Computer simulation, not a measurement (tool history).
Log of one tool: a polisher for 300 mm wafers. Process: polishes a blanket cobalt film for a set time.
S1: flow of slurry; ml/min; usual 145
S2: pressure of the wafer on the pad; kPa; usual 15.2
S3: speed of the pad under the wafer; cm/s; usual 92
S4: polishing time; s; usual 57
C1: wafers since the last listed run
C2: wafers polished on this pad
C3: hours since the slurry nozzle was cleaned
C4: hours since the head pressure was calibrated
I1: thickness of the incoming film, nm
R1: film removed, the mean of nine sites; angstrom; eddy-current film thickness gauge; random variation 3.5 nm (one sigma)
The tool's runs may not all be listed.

run 1 hour=0 | S1=145 S2=15.2 S3=92 S4=57 | C1=0 C2=163 C3=181.4 C4=788.7 | I1=822 | R1=2244
run 2 hour=21.3 | S1=145 S2=13.1 S3=74 S4=57 | C1=257 C2=420 C3=202.7 C4=810 | I1=815.2 | R1=1595
run 3 hour=42.4 | S1=145 S2=13.1 S3=74 S4=57 | C1=254 C2=675 C3=223.8 C4=831.1 | I1=811.2 | R1=1533
run 4 hour=60.3 | S1=145 S2=13.1 S3=74 S4=57 | C1=216 C2=891 C3=241.7 C4=849 | I1=817.4 | R1=1547
run 5 hour=80.1 | S1=145 S2=15.2 S3=92 S4=57 | C1=239 C2=1130 C3=261.5 C4=868.8 | I1=835.2 | R1=2242
run 6 hour=93.2 | S1=145 S2=15.2 S3=92 S4=57 | C1=158 C2=1288 C3=274.6 C4=881.9 | I1=829 | R1=2185
run 7 hour=124.1 | S1=130 S2=17.2 S3=92 S4=57 | C1=373 C2=1662 C3=305.5 C4=912.8 | I1=829.8 | R1=2431
run 8 hour=154.9 | S1=130 S2=17.2 S3=92 S4=57 | C1=371 C2=2033 C3=336.3 C4=943.6 | I1=801.7 | R1=2362
run 9 hour=190.7 | S1=130 S2=17.2 S3=92 S4=57 | C1=432 C2=2466 C3=372.1 C4=979.4 | I1=805.5 | R1=2303
run 10 hour=205.5 | S1=145 S2=16.5 S3=92 S4=57 | C1=178 C2=2644 C3=386.9 C4=994.2 | I1=832.8 | R1=2241
run 11 hour=231.6 | S1=170 S2=13.1 S3=92 S4=57 | C1=315 C2=2959 C3=413 C4=1020.3 | I1=804.3 | R1=1779
-- hour=245.5 worn pad replaced by a new one
-- hour=257 slurry nozzle cleaned
run 12 hour=264.1 | S1=145 S2=15.2 S3=92 S4=57 | C1=332 C2=211 C3=7.1 C4=1052.8 | I1=821.2 | R1=2304
run 13 hour=296.8 | S1=145 S2=15.2 S3=92 S4=57 | C1=394 C2=606 C3=39.8 C4=1085.5 | I1=826.5 | R1=2274
-- hour=307 head pressure recalibrated
run 14 hour=404.3 | S1=145 S2=15.2 S3=92 S4=57 | C1=1273 C2=1880 C3=147.3 C4=97.3 | I1=820.6 | R1=2363
run 15 hour=439 | S1=120 S2=15.2 S3=76 S4=43 | C1=418 C2=2299 C3=182 C4=132 | I1=830.2 | R1=1390
run 16 hour=472.9 | S1=145 S2=15.2 S3=92 S4=57 | C1=409 C2=2708 C3=215.9 C4=165.9 | I1=827.2 | R1=2222
-- hour=497.6 worn pad replaced by a new one
run 17 hour=501.2 | S1=145 S2=15.2 S3=92 S4=57 | C1=293 C2=43 C3=244.2 C4=194.2 | I1=809.2 | R1=2495
run 18 hour=528.7 | S1=185 S2=15.2 S3=92 S4=57 | C1=332 C2=375 C3=271.7 C4=221.7 | I1=837.7 | R1=2467
run 19 hour=559.8 | S1=145 S2=17.9 S3=92 S4=44 | C1=375 C2=751 C3=302.8 C4=252.8 | I1=813.5 | R1=2185
run 20 hour=574.6 | S1=170 S2=15.2 S3=72 S4=57 | C1=178 C2=929 C3=317.6 C4=267.6 | I1=807.6 | R1=1906
run 21 hour=606.6 | S1=145 S2=15.2 S3=92 S4=57 | C1=386 C2=1316 C3=349.6 C4=299.6 | I1=807.7 | R1=2278
run 22 hour=640.3 | S1=145 S2=15.2 S3=92 S4=49 | C1=406 C2=1723 C3=383.3 C4=333.3 | I1=810.9 | R1=1921
run 23 hour=674.7 | S1=145 S2=15.2 S3=116 S4=71 | C1=415 C2=2138 C3=417.7 C4=367.7 | I1=829.6 | R1=3393
run 24 hour=693.8 | S1=145 S2=15.2 S3=92 S4=57 | C1=230 C2=2369 C3=436.8 C4=386.8 | I1=834.1 | R1=2176
run 25 hour=710 | S1=145 S2=15.2 S3=92 S4=57 | C1=195 C2=2564 C3=453 C4=403 | I1=829.4 | R1=2126
-- hour=728.3 slurry nozzle cleaned
run 26 hour=742.6 | S1=160 S2=13.8 S3=62 S4=48 | C1=381 C2=2946 C3=14.3 C4=435.6 | I1=810.2 | R1=1106
run 27 hour=759.5 | S1=145 S2=15.2 S3=92 S4=57 | C1=204 C2=3150 C3=31.2 C4=452.5 | I1=813.6 | R1=2132
-- hour=789 worn pad replaced by a new one
run 28 hour=789.5 | S1=145 S2=11 S3=70 S4=46 | C1=313 C2=5 C3=61.2 C4=482.5 | I1=813 | R1=1054
run 29 hour=807.6 | S1=130 S2=18.6 S3=112 S4=57 | C1=218 C2=223 C3=79.3 C4=500.6 | I1=817.9 | R1=3439
run 30 hour=819.8 | S1=145 S2=12.4 S3=114 S4=57 | C1=147 C2=371 C3=91.5 C4=512.8 | I1=809.5 | R1=2374
run 31 hour=851.5 | S1=165 S2=11 S3=118 S4=57 | C1=382 C2=754 C3=123.2 C4=544.5 | I1=828.1 | R1=2167

Forecast run 32:
run 32 hour=886.6 | S1=145 S2=15.2 S3=92 S4=57 | C1=423 C2=1177 C3=158.3 C4=579.6 | I1=834.4 | R1=?

{"run 32": {"R1": 2238}}
Without the tool's hidden state the same run would have given R1 2532 angstrom.

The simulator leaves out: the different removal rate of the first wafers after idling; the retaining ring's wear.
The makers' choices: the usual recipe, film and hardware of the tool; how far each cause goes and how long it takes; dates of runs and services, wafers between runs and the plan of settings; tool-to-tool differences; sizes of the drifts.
